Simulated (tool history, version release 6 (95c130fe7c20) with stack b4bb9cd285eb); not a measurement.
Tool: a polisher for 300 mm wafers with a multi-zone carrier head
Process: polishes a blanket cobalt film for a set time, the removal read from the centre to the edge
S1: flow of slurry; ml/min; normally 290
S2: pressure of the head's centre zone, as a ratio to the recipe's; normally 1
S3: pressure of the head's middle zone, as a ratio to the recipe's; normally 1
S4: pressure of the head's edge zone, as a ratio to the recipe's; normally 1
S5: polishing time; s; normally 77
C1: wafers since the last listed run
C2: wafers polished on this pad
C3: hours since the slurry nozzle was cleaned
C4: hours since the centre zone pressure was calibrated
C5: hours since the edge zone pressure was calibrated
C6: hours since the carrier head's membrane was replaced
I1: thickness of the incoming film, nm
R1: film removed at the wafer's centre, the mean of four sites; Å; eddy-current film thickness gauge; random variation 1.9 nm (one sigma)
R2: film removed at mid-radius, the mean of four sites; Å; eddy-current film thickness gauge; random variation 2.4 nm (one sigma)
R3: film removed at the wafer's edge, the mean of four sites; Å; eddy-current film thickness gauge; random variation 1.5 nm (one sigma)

run 1 hour=0 | S1=290 S2=1 S3=1 S4=1 S5=77 | C1=0 C2=705 C3=792.1 C4=637.1 C5=246 C6=421.8 | I1=1366.7 | R1=1956 R2=1830 R3=1923
-- hour=185.9 slurry nozzle cleaned
run 2 hour=228.3 | S1=290 S2=1 S3=1 S4=0.92 S5=77 | C1=1537 C2=2242 C3=42.4 C4=865.4 C5=474.3 C6=650.1 | I1=1340 | R1=1755 R2=1690 R3=1716
-- hour=246.2 worn pad replaced by a new one
run 3 hour=329.2 | S1=290 S2=1 S3=1 S4=0.92 S5=77 | C1=655 C2=561 C3=143.3 C4=966.3 C5=575.2 C6=751 | I1=1329.8 | R1=1899 R2=1920 R3=1903
run 4 hour=366 | S1=245 S2=1 S3=1 S4=1 S5=77 | C1=248 C2=810 C3=180.1 C4=1003.1 C5=612 C6=787.8 | I1=1352.3 | R1=1920 R2=1845 R3=1896
run 5 hour=469.1 | S1=245 S2=1 S3=1 S4=1 S5=77 | C1=697 C2=1508 C3=283.2 C4=1106.2 C5=715.1 C6=890.9 | I1=1337.5 | R1=1840 R2=1784 R3=1833
-- hour=527.4 worn pad replaced by a new one
run 6 hour=532.7 | S1=335 S2=1 S3=1 S4=1 S5=77 | C1=403 C2=36 C3=346.8 C4=1169.8 C5=778.7 C6=954.5 | I1=1330.8 | R1=1965 R2=1967 R3=1996
-- hour=627.4 edge zone pressure recalibrated
run 7 hour=627.9 | S1=290 S2=1 S3=1 S4=1 S5=77 | C1=630 C2=666 C3=442 C4=1265 C5=0.5 C6=1049.7 | I1=1355.3 | R1=1911 R2=1896 R3=1959
run 8 hour=665.8 | S1=290 S2=1 S3=1 S4=1 S5=77 | C1=256 C2=923 C3=479.9 C4=1302.9 C5=38.4 C6=1087.6 | I1=1347.5 | R1=1932 R2=1860 R3=1906
run 9 hour=702.3 | S1=290 S2=1 S3=1 S4=1 S5=77 | C1=246 C2=1169 C3=516.4 C4=1339.4 C5=74.9 C6=1124.1 | I1=1319.5 | R1=1899 R2=1842 R3=1892
run 10 hour=757.8 | S1=290 S2=1 S3=1 S4=1 S5=77 | C1=375 C2=1545 C3=571.9 C4=1394.9 C5=130.4 C6=1179.6 | I1=1333.2 | R1=1898 R2=1836 R3=1878
run 11 hour=802.9 | S1=290 S2=1 S3=1 S4=1 S5=77 | C1=305 C2=1850 C3=617 C4=1440 C5=175.5 C6=1224.7 | I1=1359.8 | R1=1825 R2=1807 R3=1822
run 12 hour=842.6 | S1=370 S2=1 S3=0.92 S4=0.89 S5=96 | C1=268 C2=2119 C3=656.7 C4=1479.7 C5=215.2 C6=1264.4 | I1=1356.1 | R1=2268 R2=2067 R3=2179
-- hour=874.2 worn pad replaced by a new one
run 13 hour=908.3 | S1=290 S2=1.12 S3=1 S4=1.09 S5=77 | C1=417 C2=230 C3=722.4 C4=1545.4 C5=280.9 C6=1330.1 | I1=1312.8 | R1=2200 R2=1905 R3=2012
-- hour=916.4 slurry nozzle cleaned
-- hour=931.2 centre zone pressure recalibrated
run 14 hour=980.5 | S1=365 S2=1 S3=1 S4=1 S5=77 | C1=468 C2=698 C3=64.1 C4=49.3 C5=353.1 C6=1402.3 | I1=1363 | R1=1959 R2=1903 R3=1958
run 15 hour=1035.9 | S1=290 S2=1 S3=1 S4=1 S5=77 | C1=374 C2=1073 C3=119.5 C4=104.7 C5=408.5 C6=1457.7 | I1=1343.5 | R1=1912 R2=1855 R3=1903
run 16 hour=1094.7 | S1=325 S2=0.97 S3=1.12 S4=0.93 S5=77 | C1=397 C2=1471 C3=178.3 C4=163.5 C5=467.3 C6=1516.5 | I1=1351.4 | R1=1810 R2=2020 R3=1815
-- hour=1126.2 carrier head's membrane replaced by a new one
run 17 hour=1142 | S1=290 S2=1 S3=1 S4=1 S5=77 | C1=286 C2=1757 C3=225.6 C4=210.8 C5=514.6 C6=15.8 | I1=1348.3 | R1=1795 R2=1803 R3=1784
run 18 hour=1202.8 | S1=290 S2=1 S3=1 S4=1 S5=77 | C1=411 C2=2168 C3=286.4 C4=271.6 C5=575.4 C6=76.6 | I1=1346.6 | R1=1723 R2=1685 R3=1740
-- hour=1228.6 worn pad replaced by a new one
run 19 hour=1264.5 | S1=380 S2=1 S3=1 S4=1 S5=77 | C1=390 C2=242 C3=348.1 C4=333.3 C5=637.1 C6=138.3 | I1=1333.1 | R1=2005 R2=1901 R3=2002
run 20 hour=1327 | S1=290 S2=1 S3=1.08 S4=1 S5=77 | C1=422 C2=665 C3=410.6 C4=395.8 C5=699.6 C6=200.8 | I1=1349.9 | R1=1943 R2=2052 R3=1955
-- hour=1479.4 edge zone pressure recalibrated
run 21 hour=1488.6 | S1=380 S2=1.03 S3=1.06 S4=1 S5=62 | C1=1079 C2=1745 C3=572.2 C4=557.4 C5=9.2 C6=362.4 | I1=1353.7 | R1=1563 R2=1530 R3=1497

Some steps in R1, run to run, broken into two amounts with sign: the step expected even without the hidden condition (settings, incoming material, random variation), and the rest, left for the hidden condition together with whatever gauge scatter is not in both the measured and the hidden-condition-free result:
What the log doesn't record here: removal rate lost through wear of the pad, %; slurry flow missing at the pad, %; deviation of the centre zone's pressure from its setpoint, %; deviation of the edge zone's pressure from its setpoint, %.
Run 11 -> 12: S1 290 -> 370, S3 1 -> 0.92, S4 1 -> 0.89, S5 77 -> 96. R1 +443 Å: hidden state -97, all else +540.
Run 12 -> 13: S1 370 -> 290, S2 1 -> 1.12, S3 0.92 -> 1, S4 0.89 -> 1.09, S5 96 -> 77, worn pad replaced by a new one. R1 -68 Å: hidden state +217, all else -285.
Run 18 -> 19: S1 290 -> 380, worn pad replaced by a new one. R1 +282 Å: hidden state +213, all else +69.
Run 20 -> 21: S1 290 -> 380, S2 1 -> 1.03, S3 1.08 -> 1.06, S5 77 -> 62, edge zone pressure recalibrated. R1 -380 Å: hidden state -87, all else -293.
